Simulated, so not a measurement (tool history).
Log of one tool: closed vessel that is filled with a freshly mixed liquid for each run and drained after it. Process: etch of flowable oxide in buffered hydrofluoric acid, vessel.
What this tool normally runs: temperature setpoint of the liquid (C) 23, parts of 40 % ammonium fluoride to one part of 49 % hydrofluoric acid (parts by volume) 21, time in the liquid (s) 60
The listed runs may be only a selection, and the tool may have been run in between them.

| run | hour | temperature setpoint of the liquid (C) | parts of 40 % ammonium fluoride to one part of 49 % hydrofluoric acid (parts by volume) | time in the liquid (s) | wafers since the last listed run | hours since the thermometer was replaced | hours since the hydrofluoric acid flow meter was replaced | hours since the gauge calibration | read-back film thickness of the flowable oxide reference wafer, read on the same gauge (nm) | thickness taken off the flowable oxide on a monitor wafer (Å) |
|---|---|---|---|---|---|---|---|---|---|---|
| 1 | 0 | 23 | 26 | 60 | 0 | 147.1 | 1945.6 | 415.1 | 50.01 | 623.7 |
| 2 | 27.1 | 20 | 21 | 60 | 1895 | 174.2 | 1972.7 | 442.2 | 49.95 | 612.3 |
| 3 | 39.5 | 23 | 21 | 60 | 867 | 186.6 | 1985.1 | 454.6 | 49.98 | 723 |
| 4 | 70.5 | 23 | 21 | 60 | 2168 | 217.6 | 2016.1 | 485.6 | 50.02 | 711.3 |
| 5 | 95.2 | 23 | 21 | 60 | 1728 | 242.3 | 2040.8 | 510.3 | 50.04 | 717 |
| 6 | 126.7 | 23 | 21 | 60 | 2203 | 273.8 | 2072.3 | 541.8 | 50.05 | 709.1 |
| 7 | 157.6 | 23 | 21 | 60 | 2161 | 304.7 | 2103.2 | 572.7 | 50 | 716.4 |
| 8 | 170.2 | 23 | 25.5 | 60 | 881 | 317.3 | 2115.8 | 585.3 | 50.03 | 624 |
| 9 | 205.5 | 23 | 25.5 | 60 | 2469 | 352.6 | 2151.1 | 620.6 | 50.02 | 620.7 |
|  | 226.7 | gauge calibrated |
| 10 | 235.4 | 23 | 25.5 | 60 | 2091 | 382.5 | 2181 | 8.7 | 50.01 | 624.1 |
| 11 | 248.2 | 23 | 21 | 60 | 895 | 395.3 | 2193.8 | 21.5 | 50.07 | 704.6 |
| 12 | 276 | 23 | 21 | 60 | 1944 | 423.1 | 2221.6 | 49.3 | 49.99 | 701.7 |
| 13 | 288.3 | 23 | 21 | 60 | 860 | 435.4 | 2233.9 | 61.6 | 50 | 698.7 |
|  | 316.2 | thermometer replaced |
| 14 | 318.2 | 23 | 21 | 60 | 2021 | 2 | 2263.8 | 91.5 | 49.99 | 740.9 |
| 15 | 331.8 | 23 | 14 | 60 | 951 | 15.6 | 2277.4 | 105.1 | 50.01 | 1080.1 |
|  | 354.3 | hydrofluoric acid flow meter replaced |
| 16 | 426.6 | 25.5 | 21 | 80 | 6562 | 110.4 | 72.3 | 199.9 | 50.02 | 1114.1 |
| 17 | 450.6 | 23 | 21 | 70 | 1679 | 134.4 | 96.3 | 223.9 | 49.98 | 843.5 |
| 18 | 473.1 | 23 | 14.5 | 60 | 1574 | 156.9 | 118.8 | 246.4 | 49.98 | 1025.5 |
| 19 | 495.9 | 23 | 27 | 80 | 1595 | 179.7 | 141.6 | 269.2 | 50.01 | 800.4 |
| 20 | 509.1 | 23 | 21 | 60 | 923 | 192.9 | 154.8 | 282.4 | 50.04 | 716.1 |
| 21 | 534.1 | 23 | 21 | 60 | 1749 | 217.9 | 179.8 | 307.4 | 50.02 | 719.6 |
| 22 | 569.5 | 23 | 21 | 60 | 2476 | 253.3 | 215.2 | 342.8 | 49.99 | 713.4 |
| 23 | 588.7 | 23 | 21 | 60 | 1343 | 272.5 | 234.4 | 362 | 49.96 | 706.2 |
| 24 | 624.2 | 23 | 21 | 40 | 2483 | 308 | 269.9 | 397.5 | 49.99 | 467.9 |
| 25 | 657.9 | 26.5 | 24 | 80 | 2357 | 341.7 | 303.6 | 431.2 | 50 | 1042 |
| 26 | 682 | 23 | 21 | 60 | 1686 | 365.8 | 327.7 | 455.3 | 49.99 | 701.5 |
| 27 | 714.6 | 23 | 27 | 30 | 2280 | 398.4 | 360.3 | 487.9 | 49.95 | 293 |
| 28 | 736.5 | 21.5 | 13.5 | 90 | 1532 | 420.3 | 382.2 | 509.8 | 50 | 1457.2 |
| 29 | 769.4 | 23 | 28.5 | 45 | 2301 | 453.2 | 415.1 | 542.7 | 49.95 | 423.5 |
| 30 | 795.4 | 23 | 28.5 | 30 | 1819 | 479.2 | 441.1 | 568.7 | 50.01 | 283.2 |
| 31 | 821.1 | 23 | 26 | 80 | 1798 | 504.9 | 466.8 | 594.4 | 49.97 | 799.3 |
| 32 | 844.4 | 23 | 27.5 | 40 | 1630 | 528.2 | 490.1 | 617.7 | 50 | 379.8 |
|  | 855.4 | thermometer replaced |
| 33 | 872.6 | 23 | 17 | 60 | 1902 | 17.2 | 518.3 | 645.9 | 49.99 | 897.5 |
| 34 | 943.2 | 21 | 21 | 60 | 4939 | 87.8 | 588.9 | 716.5 | 50.01 | 650.3 |

Pick out some run-to-run changes in thickness taken off the flowable oxide on a monitor wafer (Å). Of each, how much would a tool without hidden state show as well, from the settings, what came in and chance, and how much is left for the hidden state and any gauge scatter not in both results compared?
Unlogged tool condition in this case: liquid colder than its thermometer reads (K); hydrofluoric acid flow above the setpoint (%); gauge reads high (%).
Run 24 -> 25: temperature setpoint of the liquid (C) 23 -> 26.5, parts of 40 % ammonium fluoride to one part of 49 % hydrofluoric acid (parts by volume) 21 -> 24, time in the liquid (s) 40 -> 80. thickness taken off the flowable oxide on a monitor wafer (Å) +574.1: hidden state -27.6, all else +601.7.
Run 27 -> 28: temperature setpoint of the liquid (C) 23 -> 21.5, parts of 40 % ammonium fluoride to one part of 49 % hydrofluoric acid (parts by volume) 27 -> 13.5, time in the liquid (s) 30 -> 90. thickness taken off the flowable oxide on a monitor wafer (Å) +1164.2: hidden state -66, all else +1230.2.
Run 28 -> 29: temperature setpoint of the liquid (C) 21.5 -> 23, parts of 40 % ammonium fluoride to one part of 49 % hydrofluoric acid (parts by volume) 13.5 -> 28.5, time in the liquid (s) 90 -> 45. thickness taken off the flowable oxide on a monitor wafer (Å) -1033.7: hidden state +56.3, all else -1090.
Run 30 -> 31: parts of 40 % ammonium fluoride to one part of 49 % hydrofluoric acid (parts by volume) 28.5 -> 26, time in the liquid (s) 30 -> 80. thickness taken off the flowable oxide on a monitor wafer (Å) +516.1: hidden state -35.1, all else +551.2.

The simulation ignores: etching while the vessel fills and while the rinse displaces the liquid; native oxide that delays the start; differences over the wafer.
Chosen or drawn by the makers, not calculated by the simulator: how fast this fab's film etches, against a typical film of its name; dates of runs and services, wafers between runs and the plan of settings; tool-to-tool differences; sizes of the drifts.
